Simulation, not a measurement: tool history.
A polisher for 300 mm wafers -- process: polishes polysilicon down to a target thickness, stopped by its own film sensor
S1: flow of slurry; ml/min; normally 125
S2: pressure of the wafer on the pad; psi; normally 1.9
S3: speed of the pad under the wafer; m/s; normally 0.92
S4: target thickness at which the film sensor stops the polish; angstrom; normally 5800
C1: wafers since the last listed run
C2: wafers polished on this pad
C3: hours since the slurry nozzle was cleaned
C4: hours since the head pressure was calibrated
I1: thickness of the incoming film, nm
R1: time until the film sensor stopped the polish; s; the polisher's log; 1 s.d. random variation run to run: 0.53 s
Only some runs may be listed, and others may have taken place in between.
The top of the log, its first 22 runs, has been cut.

run,hour,S1,S2,S3,S4,C1,C2,C3,C4,I1,R1
# hour 647.8: slurry nozzle cleaned
23,669.9,125,1.9,0.92,5800,226,1560,22.1,248.1,895.7,66.3
# hour 679.6: worn pad replaced by a new one
24,699.8,125,1.2,1.04,5800,262,204,52,278,894.1,92.3
25,732.9,110,1.9,0.92,6570,335,540,85.1,311.1,906.4,54.1
26,753.7,100,1.4,1.2,6220,211,751,105.9,331.9,883,61.7
27,790.3,125,1.4,0.92,5020,371,1123,142.5,368.5,898.7,112.1
28,823.5,155,1.3,0.72,5370,336,1460,175.7,401.7,893.7,129.4
29,836.3,125,1.9,0.92,6410,129,1590,188.5,414.5,880.2,50.2
30,866.2,140,2.4,0.82,5460,303,1893,218.4,444.4,888.9,60.7
# hour 875.6: slurry nozzle cleaned
# hour 882.2: worn pad replaced by a new one
31,882.7,125,1.9,0.92,5800,116,5,7.1,460.9,888.8,63.6
32,907.2,125,1.9,0.82,6290,248,254,31.6,485.4,902.9,62.6
33,934.3,110,1.9,0.92,6130,275,529,58.7,512.5,889.9,58.9
34,949.7,105,1.9,0.92,5800,156,685,74.1,527.9,887,66.4

Branching from run 34: 5 alternative next runs. What would each branch give?
A,950.1,125,1.9,0.92,5800,4,689,74.5,528.3,878.6,?
B,950.1,125,1.9,1.2,6620,4,689,74.5,528.3,878.6,?
C,950.1,125,1.9,0.92,6290,4,689,74.5,528.3,878.6,?
D,950.1,125,1.9,0.92,6300,4,689,74.5,528.3,878.6,?
E,950.1,90,1.9,0.78,5800,4,689,74.5,528.3,878.6,?

run,R1
A,61.4
B,35.1
C,51.4
D,51.1
E,77.4
The same runs, with their run-to-run variation unchanged, on a tool lacking any hidden condition would have given:
run,R1
A,61.4
B,35.1
C,51.4
D,51.1
E,77.4
